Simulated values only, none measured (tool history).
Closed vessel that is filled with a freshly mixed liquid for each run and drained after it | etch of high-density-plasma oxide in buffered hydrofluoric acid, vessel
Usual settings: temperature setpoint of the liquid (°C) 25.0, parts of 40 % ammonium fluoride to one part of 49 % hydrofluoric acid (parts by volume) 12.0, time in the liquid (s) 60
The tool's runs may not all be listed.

run   hour  temperature setpoint of the liquid (°C)  parts of 40 % ammonium fluoride to one part of 49 % hydrofluoric acid (parts by volume)  time in the liquid (s)  read-back film thickness of the high-density-plasma oxide reference wafer, read on the same gauge (nm)  thickness taken off the high-density-plasma oxide on a monitor wafer (angstrom)
  1    0.0                                     25.0                                                                                     12.0                      60                                                                                                  117.59                                                                           1119.1
  2   31.5                                     25.0                                                                                     12.0                      60                                                                                                  117.55                                                                           1117.9
  3   50.8                                     25.0                                                                                     12.0                      60                                                                                                  117.55                                                                           1119.7
  4  151.5                                     25.0                                                                                     12.0                      60                                                                                                  117.42                                                                           1105.2
  5  183.1                                     25.0                                                                                     12.0                      60                                                                                                  117.38                                                                           1119.0
  6  215.8                                     25.0                                                                                     12.0                      60                                                                                                  117.36                                                                           1115.3
     223.1  -- gauge calibrated
  7  230.8                                     25.0                                                                                     12.0                      60                                                                                                  119.96                                                                           1134.5
  8  257.8                                     25.0                                                                                     12.0                      60                                                                                                  119.63                                                                           1139.6
  9  292.8                                     25.0                                                                                     12.0                      60                                                                                                  119.20                                                                           1135.7
     318.9  -- thermometer replaced
 10  322.8                                     23.0                                                                                     12.0                      60                                                                                                  118.94                                                                           1014.8
 11  354.3                                     23.0                                                                                     12.0                      60                                                                                                  118.68                                                                           1009.6
 12  381.7                                     23.0                                                                                     12.0                      60                                                                                                  118.49                                                                           1018.7
 13  401.1                                     25.0                                                                                      9.0                      60                                                                                                  118.38                                                                           1445.0
     416.9  -- hydrofluoric acid flow meter replaced
 14  418.6                                     25.0                                                                                     12.0                      60                                                                                                  118.28                                                                           1127.9
 15  436.9                                     25.0                                                                                     12.0                      30                                                                                                  118.21                                                                            564.5
 16  458.3                                     21.0                                                                                      7.5                      60                                                                                                  118.09                                                                           1399.4
 17  476.0                                     28.0                                                                                     12.0                      60                                                                                                  118.03                                                                           1317.4
 18  492.2                                     21.0                                                                                     14.5                      40                                                                                                  117.98                                                                            500.7
 19  589.2                                     27.0                                                                                     12.0                      80                                                                                                  117.70                                                                           1674.4
 20  603.3                                     26.5                                                                                     15.0                      60                                                                                                  117.72                                                                            975.4
 21  617.7                                     28.5                                                                                     12.0                      60                                                                                                  117.66                                                                           1362.2
 22  647.7                                     27.5                                                                                     12.0                      60                                                                                                  117.61                                                                           1285.8
 23  680.3                                     25.0                                                                                     12.0                      60                                                                                                  117.58                                                                           1114.1
 24  696.3                                     25.0                                                                                     12.0                      60                                                                                                  117.56                                                                           1118.1
 25  723.8                                     25.0                                                                                     10.0                      60                                                                                                  117.53                                                                           1338.2

Hidden state or all else? Some run-to-run changes of thickness taken off the high-density-plasma oxide on a monitor wafer (angstrom), split into what the settings, what came in and random variation would give without the hidden state, and what is left for the hidden state (with any gauge scatter that isn't in both results):
The hidden state here: liquid colder than its thermometer reads (K); hydrofluoric acid flow above the setpoint (%); gauge reads high (%).
Run 6 -> 7: gauge calibrated. thickness taken off the high-density-plasma oxide on a monitor wafer (angstrom) +19.2: hidden state +24.8, all else -5.6.
Run 15 -> 16: temperature setpoint of the liquid (°C) 25.0 -> 21.0, parts of 40 % ammonium fluoride to one part of 49 % hydrofluoric acid (parts by volume) 12.0 -> 7.5, time in the liquid (s) 30 -> 60. thickness taken off the high-density-plasma oxide on a monitor wafer (angstrom) +834.9: hidden state -14.0, all else +848.9.
Run 18 -> 19: temperature setpoint of the liquid (°C) 21.0 -> 27.0, parts of 40 % ammonium fluoride to one part of 49 % hydrofluoric acid (parts by volume) 14.5 -> 12.0, time in the liquid (s) 40 -> 80. thickness taken off the high-density-plasma oxide on a monitor wafer (angstrom) +1173.7: hidden state -23.9, all else +1197.6.
